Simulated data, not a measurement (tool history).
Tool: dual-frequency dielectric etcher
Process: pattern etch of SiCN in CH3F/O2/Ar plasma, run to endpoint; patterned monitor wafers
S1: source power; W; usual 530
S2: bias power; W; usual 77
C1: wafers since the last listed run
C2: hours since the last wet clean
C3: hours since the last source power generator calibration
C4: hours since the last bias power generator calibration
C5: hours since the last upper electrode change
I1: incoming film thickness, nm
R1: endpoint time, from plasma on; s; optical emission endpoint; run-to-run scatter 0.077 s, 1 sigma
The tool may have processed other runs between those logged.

run 1 day=0 | S1=530 S2=91 | C1=0 C2=455.4 C3=1991.4 C4=2549.5 C5=3615.7 | I1=10.42 | R1=24.4
-- day=1.408 wet clean of the chamber
run 2 day=1.429 | S1=530 S2=91 | C1=182 C2=0.5 C3=2025.7 C4=2583.8 C5=3650 | I1=10.5 | R1=24.2
run 3 day=2.358 | S1=530 S2=91 | C1=394 C2=22.8 C3=2048 C4=2606.1 C5=3672.3 | I1=10.53 | R1=24.4
run 4 day=5.196 | S1=530 S2=77 | C1=1205 C2=90.9 C3=2116.1 C4=2674.2 C5=3740.4 | I1=10.5 | R1=25.6
run 5 day=10.367 | S1=530 S2=77 | C1=2197 C2=215 C3=2240.2 C4=2798.3 C5=3864.5 | I1=10.46 | R1=25.7
run 6 day=12.296 | S1=530 S2=77 | C1=819 C2=261.3 C3=2286.5 C4=2844.6 C5=3910.8 | I1=10.48 | R1=25.7
run 7 day=14.288 | S1=480 S2=73 | C1=846 C2=309.1 C3=2334.3 C4=2892.4 C5=3958.6 | I1=10.49 | R1=27.4
-- day=17.692 upper electrode replaced
run 8 day=17.712 | S1=480 S2=73 | C1=1030 C2=391.3 C3=2416.5 C4=2974.6 C5=0.5 | I1=10.46 | R1=27.5
-- day=18.175 source power generator calibrated
-- day=18.529 bias power generator calibrated
run 9 day=18.55 | S1=420 S2=66 | C1=214 C2=411.4 C3=9 C4=0.5 C5=20.6 | I1=10.5 | R1=30.3
-- day=19.588 wet clean of the chamber
run 10 day=22.538 | S1=530 S2=91 | C1=1269 C2=70.8 C3=104.7 C4=96.2 C5=116.3 | I1=10.5 | R1=24.4
run 11 day=24.15 | S1=410 S2=77 | C1=685 C2=109.5 C3=143.4 C4=134.9 C5=155 | I1=10.58 | R1=29.3
run 12 day=26.038 | S1=490 S2=77 | C1=802 C2=154.8 C3=188.7 C4=180.2 C5=200.3 | I1=10.51 | R1=26.7
run 13 day=28.708 | S1=470 S2=92 | C1=1135 C2=218.9 C3=252.8 C4=244.3 C5=264.4 | I1=10.53 | R1=25.9
run 14 day=31.479 | S1=480 S2=84 | C1=1177 C2=285.4 C3=319.3 C4=310.8 C5=330.9 | I1=10.52 | R1=26.3
run 15 day=33.638 | S1=450 S2=77 | C1=917 C2=337.2 C3=371.1 C4=362.6 C5=382.7 | I1=10.62 | R1=28.2
run 16 day=35.421 | S1=530 S2=77 | C1=757 C2=380 C3=413.9 C4=405.4 C5=425.5 | I1=10.46 | R1=25.8

Forecast each of these 4 alternatives for the next run:
run A day=35.438 | S1=600 S2=77 | C1=7 C2=380.4 C3=414.3 C4=405.8 C5=425.9 | I1=10.63 | R1=?
run B day=35.438 | S1=530 S2=90 | C1=7 C2=380.4 C3=414.3 C4=405.8 C5=425.9 | I1=10.63 | R1=?
run C day=35.438 | S1=480 S2=61 | C1=7 C2=380.4 C3=414.3 C4=405.8 C5=425.9 | I1=10.63 | R1=?
run D day=35.438 | S1=630 S2=77 | C1=7 C2=380.4 C3=414.3 C4=405.8 C5=425.9 | I1=10.63 | R1=?

run=A R1=24.6
run=B R1=24.9
run=C R1=29.3
run=D R1=24.1
With the hidden condition removed and each run's random variation left untouched, the same runs would have given:
run=A R1=24.4
run=B R1=24.7
run=C R1=29
run=D R1=23.8

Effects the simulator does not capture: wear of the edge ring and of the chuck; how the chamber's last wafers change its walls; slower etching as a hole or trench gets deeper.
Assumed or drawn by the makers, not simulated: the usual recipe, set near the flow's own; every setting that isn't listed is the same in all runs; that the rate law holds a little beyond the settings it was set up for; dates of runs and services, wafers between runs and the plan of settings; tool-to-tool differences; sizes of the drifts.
